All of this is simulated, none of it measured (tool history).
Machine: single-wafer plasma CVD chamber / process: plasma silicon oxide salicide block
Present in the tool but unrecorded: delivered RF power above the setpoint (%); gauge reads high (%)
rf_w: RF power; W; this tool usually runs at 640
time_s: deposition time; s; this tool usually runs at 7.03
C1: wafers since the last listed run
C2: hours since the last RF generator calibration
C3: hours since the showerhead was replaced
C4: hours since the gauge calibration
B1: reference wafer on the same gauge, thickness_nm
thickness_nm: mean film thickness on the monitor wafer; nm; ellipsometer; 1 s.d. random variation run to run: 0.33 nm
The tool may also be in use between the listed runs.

Run 1, hour 0.0: usual settings; C1 0; C2 800.2; C3 2426.6; C4 268.6; B1 73.427. Result: thickness_nm 68.584 nm.
At hour 104.4: RF generator calibrated.
Run 2, hour 104.9: usual settings; C1 3019; C2 0.5; C3 2531.5; C4 373.5; B1 73.437. Result: thickness_nm 70.942 nm.
Run 3, hour 135.2: usual settings but time_s 7.79 s; C1 944; C2 30.8; C3 2561.8; C4 403.8; B1 73.389. Result: thickness_nm 77.709 nm.
Run 4, hour 168.4: usual settings but time_s 7.79 s; C1 1034; C2 64.0; C3 2595.0; C4 437.0; B1 73.367. Result: thickness_nm 77.756 nm.
Run 5, hour 183.8: usual settings; C1 479; C2 79.4; C3 2610.4; C4 452.4; B1 73.309. Result: thickness_nm 70.675 nm.
Run 6, hour 209.7: usual settings; C1 807; C2 105.3; C3 2636.3; C4 478.3; B1 73.448. Result: thickness_nm 70.406 nm.
Run 7, hour 236.0: usual settings; C1 819; C2 131.6; C3 2662.6; C4 504.6; B1 73.340. Result: thickness_nm 70.020 nm.
Run 8, hour 284.2: usual settings but rf_w 575 W; C1 1501; C2 179.8; C3 2710.8; C4 552.8; B1 73.344. Result: thickness_nm 66.906 nm.
Run 9, hour 301.6: usual settings; C1 542; C2 197.2; C3 2728.2; C4 570.2; B1 73.332. Result: thickness_nm 69.195 nm.
Run 10, hour 315.5: usual settings; C1 433; C2 211.1; C3 2742.1; C4 584.1; B1 73.425. Result: thickness_nm 68.971 nm.
Run 11, hour 332.4: usual settings; C1 526; C2 228.0; C3 2759.0; C4 601.0; B1 73.348. Result: thickness_nm 69.142 nm.
Run 12, hour 359.0: usual settings; C1 828; C2 254.6; C3 2785.6; C4 627.6; B1 73.377. Result: thickness_nm 69.229 nm.
Run 13, hour 425.0: usual settings; C1 2056; C2 320.6; C3 2851.6; C4 693.6; B1 73.396. Result: thickness_nm 69.334 nm.
At hour 461.8: showerhead replaced.
Run 14, hour 462.3: usual settings but rf_w 575 W, time_s 6.02 s; C1 913; C2 357.9; C3 0.5; C4 730.9; B1 73.396. Result: thickness_nm 56.554 nm.
Run 15, hour 487.2: usual settings but rf_w 575 W, time_s 6.02 s; C1 775; C2 382.8; C3 25.4; C4 755.8; B1 73.438. Result: thickness_nm 56.809 nm.
Run 16, hour 509.2: usual settings but rf_w 575 W, time_s 6.02 s; C1 685; C2 404.8; C3 47.4; C4 777.8; B1 73.413. Result: thickness_nm 56.980 nm.
Run 17, hour 526.4: usual settings; C1 535; C2 422.0; C3 64.6; C4 795.0; B1 73.381. Result: thickness_nm 69.025 nm.
Run 18, hour 559.0: usual settings; C1 1015; C2 454.6; C3 97.2; C4 827.6; B1 73.381. Result: thickness_nm 69.142 nm.
Run 19, hour 578.4: usual settings; C1 604; C2 474.0; C3 116.6; C4 847.0; B1 73.390. Result: thickness_nm 68.332 nm.
Run 20, hour 594.6: usual settings; C1 504; C2 490.2; C3 132.8; C4 863.2; B1 73.344. Result: thickness_nm 69.185 nm.
Run 21, hour 622.8: usual settings; C1 878; C2 518.4; C3 161.0; C4 891.4; B1 73.375. Result: thickness_nm 69.428 nm.
Run 22, hour 635.2: usual settings but rf_w 695 W, time_s 8.38 s; C1 386; C2 530.8; C3 173.4; C4 903.8; B1 73.395. Result: thickness_nm 84.622 nm.
At hour 697.1: gauge calibrated.
Run 23, hour 700.1: usual settings but time_s 7.97 s; C1 2022; C2 595.7; C3 238.3; C4 3.0; B1 73.422. Result: thickness_nm 78.148 nm.
Run 24, hour 729.2: usual settings but rf_w 580 W, time_s 7.87 s; C1 906; C2 624.8; C3 267.4; C4 32.1; B1 73.349. Result: thickness_nm 74.369 nm.
Run 25, hour 754.5: usual settings; C1 788; C2 650.1; C3 292.7; C4 57.4; B1 73.484. Result: thickness_nm 68.709 nm.
Run 26, hour 783.8: usual settings but rf_w 560 W; C1 913; C2 679.4; C3 322.0; C4 86.7; B1 73.411. Result: thickness_nm 65.881 nm.
Run 27, hour 811.0: usual settings but rf_w 710 W, time_s 6.50 s; C1 847; C2 706.6; C3 349.2; C4 113.9; B1 73.377. Result: thickness_nm 66.131 nm.
Run 28, hour 824.3: usual settings; C1 414; C2 719.9; C3 362.5; C4 127.2; B1 73.427. Result: thickness_nm 69.239 nm.
Run 29, hour 854.7: usual settings; C1 947; C2 750.3; C3 392.9; C4 157.6; B1 73.355. Result: thickness_nm 68.409 nm.
Run 30, hour 888.6: usual settings; C1 1056; C2 784.2; C3 426.8; C4 191.5; B1 73.391. Result: thickness_nm 68.369 nm.
Run 31, hour 903.8: usual settings but rf_w 595 W, time_s 6.48 s; C1 473; C2 799.4; C3 442.0; C4 206.7; B1 73.469. Result: thickness_nm 61.730 nm.
At hour 923.8: RF generator calibrated.
Run 32, hour 973.7: usual settings but rf_w 730 W, time_s 7.61 s; C1 1928; C2 49.9; C3 511.9; C4 276.6; B1 73.379. Result: thickness_nm 79.341 nm.
Run 33, hour 1009.3: usual settings but rf_w 515 W, time_s 8.10 s; C1 1109; C2 85.5; C3 547.5; C4 312.2; B1 73.420. Result: thickness_nm 74.357 nm.
Run 34, hour 1037.6: usual settings but rf_w 705 W, time_s 6.59 s; C1 881; C2 113.8; C3 575.8; C4 340.5; B1 73.412. Result: thickness_nm 67.448 nm.
Run 35, hour 1056.0: usual settings but rf_w 710 W, time_s 8.32 s; C1 573; C2 132.2; C3 594.2; C4 358.9; B1 73.371. Result: thickness_nm 85.304 nm.
Run 36, hour 1070.6: usual settings but time_s 6.03 s; C1 454; C2 146.8; C3 608.8; C4 373.5; B1 73.414. Result: thickness_nm 59.518 nm.
Run 37, hour 1089.1: usual settings; C1 576; C2 165.3; C3 627.3; C4 392.0; B1 73.468. Result: thickness_nm 69.401 nm.
Run 38, hour 1120.1: usual settings but time_s 6.09 s; C1 966; C2 196.3; C3 658.3; C4 423.0; B1 73.370. Result: thickness_nm 60.314 nm.
Run 39, hour 1145.7: usual settings but rf_w 755 W; C1 797; C2 221.9; C3 683.9; C4 448.6; B1 73.361. Result: thickness_nm 73.835 nm.
Run 40, hour 1173.0: usual settings but rf_w 560 W, time_s 7.71 s; C1 850; C2 249.2; C3 711.2; C4 475.9; B1 73.368. Result: thickness_nm 72.456 nm.
Run 41, hour 1196.4: usual settings but rf_w 575 W, time_s 5.76 s; C1 729; C2 272.6; C3 734.6; C4 499.3; B1 73.357. Result: thickness_nm 54.587 nm.
Run 42, hour 1221.6: usual settings; C1 785; C2 297.8; C3 759.8; C4 524.5; B1 73.371. Result: thickness_nm 68.410 nm.
Run 43, hour 1235.2: usual settings but rf_w 555 W, time_s 8.35 s; C1 423; C2 311.4; C3 773.4; C4 538.1; B1 73.458. Result: thickness_nm 76.973 nm.

Alternative continuations, all from the tool just after run 43; predict every row:
Run A, hour 1235.6: usual settings but rf_w 695 W; C1 12; C2 311.8; C3 773.8; C4 538.5; B1 ?. Result: thickness_nm ?.
Run B, hour 1235.6: usual settings but rf_w 520 W, time_s 6.29 s; C1 12; C2 311.8; C3 773.8; C4 538.5; B1 ?. Result: thickness_nm ?.
Run C, hour 1235.6: usual settings but rf_w 765 W, time_s 6.18 s; C1 12; C2 311.8; C3 773.8; C4 538.5; B1 ?. Result: thickness_nm ?.
Run D, hour 1235.6: usual settings but rf_w 700 W, time_s 8.04 s; C1 12; C2 311.8; C3 773.8; C4 538.5; B1 ?. Result: thickness_nm ?.

run      B1  thickness_nm
  A  73.420        70.934
  B  73.420        57.133
  C  73.420        64.484
  D  73.420        81.331
Take away the tool's hidden state, keep each run's random variation, and the runs would have read:
run  thickness_nm
  A        72.764
  B        58.607
  C        66.147
  D        83.428
